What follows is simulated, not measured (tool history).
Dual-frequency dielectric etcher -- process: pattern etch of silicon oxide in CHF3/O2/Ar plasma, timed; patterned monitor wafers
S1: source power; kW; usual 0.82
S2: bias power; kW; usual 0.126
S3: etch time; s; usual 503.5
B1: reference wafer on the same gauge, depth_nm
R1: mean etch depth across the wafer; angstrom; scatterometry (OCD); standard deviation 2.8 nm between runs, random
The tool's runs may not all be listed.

run	hour	S1	S2	S3	B1	R1
1	0	0.74	0.126	503.5	924.5	9244
2	64.6	0.74	0.126	503.5	924.1	9242
# hour 195.7: wet clean of the chamber
3	340.9	0.74	0.126	503.5	919.5	9125
4	382.4	0.67	0.126	592.5	917.9	10491
# hour 418.6: source power generator calibrated
5	432.8	0.67	0.126	592.5	916.6	10489
# hour 545.6: wet clean of the chamber
6	546.1	0.67	0.126	592.5	914.9	10435
# hour 579: gauge calibrated
7	600.6	0.82	0.145	503.5	932.3	10103
# hour 637.9: bias power generator calibrated
8	691.2	0.82	0.145	503.5	930.2	10064
9	755.8	0.92	0.15	503.5	928.9	10536
10	839.8	0.82	0.126	406	926.7	7679
# hour 891.5: wet clean of the chamber
11	935.1	0.67	0.126	592.5	925	10528
12	990	0.82	0.126	503.5	924.9	9484
# hour 1042.4: upper electrode replaced
13	1053.8	0.82	0.126	503.5	921.9	9450
14	1136.1	0.82	0.146	503.5	921.4	9992
15	1176	0.82	0.102	503.5	921.2	8812
16	1267	0.82	0.126	367.5	919.2	6904
# hour 1302.2: wet clean of the chamber
17	1303.4	0.62	0.154	360.5	918.1	6684
18	1363.3	1	0.126	503.5	918.8	10054

Here are 5 independent what-if runs from the current tool condition. What would each one return?
A	1363.9	0.82	0.126	503.5	?	?
B	1363.9	0.82	0.126	571	?	?
C	1363.9	0.82	0.104	378	?	?
D	1363.9	1.01	0.15	372.5	?	?
E	1363.9	0.69	0.156	627	?	?

run	B1	R1
A	916.9	9443
B	916.9	10709
C	916.9	6633
D	916.9	7929
E	916.9	12057
Without the tool's unlogged condition, the same runs would have read:
run	R1
A	9641
B	10934
C	6772
D	8096
E	12310

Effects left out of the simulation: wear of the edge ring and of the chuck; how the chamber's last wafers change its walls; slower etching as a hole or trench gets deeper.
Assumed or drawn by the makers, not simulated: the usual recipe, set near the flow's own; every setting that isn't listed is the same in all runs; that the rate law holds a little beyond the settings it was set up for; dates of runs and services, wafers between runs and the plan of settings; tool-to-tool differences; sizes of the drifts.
